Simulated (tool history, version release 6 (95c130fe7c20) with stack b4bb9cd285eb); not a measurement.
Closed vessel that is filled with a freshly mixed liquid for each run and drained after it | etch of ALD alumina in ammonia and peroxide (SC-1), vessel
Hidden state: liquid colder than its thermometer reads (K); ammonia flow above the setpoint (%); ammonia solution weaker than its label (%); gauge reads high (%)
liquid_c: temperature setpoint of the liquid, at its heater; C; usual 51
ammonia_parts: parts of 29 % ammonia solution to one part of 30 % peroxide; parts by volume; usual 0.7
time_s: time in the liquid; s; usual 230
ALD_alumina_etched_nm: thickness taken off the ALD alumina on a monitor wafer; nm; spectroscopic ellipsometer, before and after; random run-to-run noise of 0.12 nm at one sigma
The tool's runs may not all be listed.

run,hour,liquid_c,ammonia_parts,time_s,wafers since the last listed run,hours since the thermometer was replaced,hours since the ammonia flow meter was replaced,hours since the drum of ammonia solution was connected,hours since the gauge calibration,"read-back film thickness of the ALD alumina reference wafer, read on the same gauge (nm)",ALD_alumina_etched_nm
1,0,51,0.7,230,0,1396.8,1420.7,352.1,659.1,140.01,13.91
2,12.3,51,0.7,230,868,1409.1,1433,364.4,671.4,139.99,13.93
3,44.3,51,0.7,230,2258,1441.1,1465,396.4,703.4,140,13.95
4,79.4,51,0.7,180,2477,1476.2,1500.1,431.5,738.5,140.01,10.88
5,114.5,51,0.7,180,2477,1511.3,1535.2,466.6,773.6,140,10.89
6,142.5,51,0.7,180,1976,1539.3,1563.2,494.6,801.6,140.01,10.87
# hour 158.4: ammonia flow meter replaced
7,167.7,56.5,0.7,230,1708,1564.5,9.3,519.8,826.8,140.02,18.64
8,233.7,56.5,0.7,230,4659,1630.5,75.3,585.8,892.8,140,18.75
9,269.2,51,0.8,230,2506,1666,110.8,621.3,928.3,140,14.14
10,283.6,44.5,0.7,230,1016,1680.4,125.2,635.7,942.7,139.98,9.62
11,310.6,44.5,0.7,230,1905,1707.4,152.2,662.7,969.7,140.01,9.62
# hour 337.7: gauge calibrated
12,338.2,44.5,0.7,230,1948,1735,179.8,690.3,0.5,140.04,9.66
13,364.6,45.5,0.7,230,1863,1761.4,206.2,716.7,26.9,139.99,10.05
14,387,56,0.85,230,1581,1783.8,228.6,739.1,49.3,139.99,18.17
15,414.6,54,0.4,320,1948,1811.4,256.2,766.7,76.9,140,21.31
16,435.4,46.5,0.45,345,1468,1832.2,277,787.5,97.7,140.01,15.34
17,451.8,43,0.7,230,1157,1848.6,293.4,803.9,114.1,139.99,8.72
18,531.1,44,0.6,230,5597,1927.9,372.7,883.2,193.4,140.01,8.93
# hour 561.7: new drum of ammonia solution connected
19,567.1,47.5,0.7,135,2470,1963.9,408.7,5.4,229.4,140.01,6.59
20,584.6,44.5,0.7,230,1235,1981.4,426.2,22.9,246.9,140,9.51
21,605.2,60,1,190,1454,2002,446.8,43.5,267.5,140.01,19.14
# hour 615.3: thermometer replaced
22,629.5,51,0.7,230,1644,14.2,471.1,67.8,291.8,140.02,14.52
23,660.3,51,0.7,230,2174,45,501.9,98.6,322.6,140,14.74
24,689.1,51,0.7,230,2033,73.8,530.7,127.4,351.4,140.03,14.75
25,724.5,43.5,0.85,230,2498,109.2,566.1,162.8,386.8,140.02,9.7
26,756.9,59.5,0.8,350,2287,141.6,598.5,195.2,419.2,140.02,35.71
27,789.8,59,0.45,230,2322,174.5,631.4,228.1,452.1,139.99,21.19
28,805.2,55,1,330,1087,189.9,646.8,243.5,467.5,139.99,26.76
29,826.7,60,0.7,230,1517,211.4,668.3,265,489,139.97,23.23

Below are 4 alternative next runs, each starting from the tool's condition after run 29. Predict each:
A,827.4,51,0.7,115,49,212.1,669,265.7,489.7,?,?
B,827.4,57,0.7,230,49,212.1,669,265.7,489.7,?,?
C,827.4,41.5,0.55,90,49,212.1,669,265.7,489.7,?,?
D,827.4,42,0.4,230,49,212.1,669,265.7,489.7,?,?

run,"read-back film thickness of the ALD alumina reference wafer, read on the same gauge (nm)",ALD_alumina_etched_nm
A,140,7.34
B,140,20.24
C,140,3.28
D,140,8.37
With no hidden state in the tool, these same runs would have given:
run,ALD_alumina_etched_nm
A,7.41
B,20.43
C,3.31
D,8.46
